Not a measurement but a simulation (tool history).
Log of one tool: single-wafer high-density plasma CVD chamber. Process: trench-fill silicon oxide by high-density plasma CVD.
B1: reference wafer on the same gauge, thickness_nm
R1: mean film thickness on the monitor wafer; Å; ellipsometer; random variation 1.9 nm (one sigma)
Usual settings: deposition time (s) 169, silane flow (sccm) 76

{"run": 1, "hour": 0.0, "deposition time (s)": 169, "silane flow (sccm)": 81, "B1": 1217.738, "R1": 12592.77}
{"run": 2, "hour": 24.5, "deposition time (s)": 191, "silane flow (sccm)": 76, "B1": 1216.117, "R1": 13784.83}
{"hour": 35.8, "done": "gauge calibrated"}
{"run": 3, "hour": 42.8, "deposition time (s)": 169, "silane flow (sccm)": 82, "B1": 1229.937, "R1": 12814.34}
{"run": 4, "hour": 57.6, "deposition time (s)": 169, "silane flow (sccm)": 82, "B1": 1228.919, "R1": 12797.84}
{"run": 5, "hour": 78.2, "deposition time (s)": 169, "silane flow (sccm)": 82, "B1": 1228.597, "R1": 12794.69}
{"run": 6, "hour": 109.7, "deposition time (s)": 169, "silane flow (sccm)": 76, "B1": 1226.895, "R1": 12301.44}
{"run": 7, "hour": 139.6, "deposition time (s)": 169, "silane flow (sccm)": 76, "B1": 1224.764, "R1": 12312.44}
{"run": 8, "hour": 160.5, "deposition time (s)": 169, "silane flow (sccm)": 76, "B1": 1224.298, "R1": 12301.95}
{"run": 9, "hour": 187.2, "deposition time (s)": 169, "silane flow (sccm)": 76, "B1": 1223.148, "R1": 12230.96}
{"run": 10, "hour": 204.0, "deposition time (s)": 180, "silane flow (sccm)": 62, "B1": 1221.822, "R1": 11847.28}

The next listed run, before its measurement:
{"run": 11, "hour": 235.9, "deposition time (s)": 146, "silane flow (sccm)": 88, "B1": "?", "R1": "?"}

B1: 1219.439
R1: 11387.55 Å
Without the tool's hidden state the same run would have given R1 11479.97 Å.

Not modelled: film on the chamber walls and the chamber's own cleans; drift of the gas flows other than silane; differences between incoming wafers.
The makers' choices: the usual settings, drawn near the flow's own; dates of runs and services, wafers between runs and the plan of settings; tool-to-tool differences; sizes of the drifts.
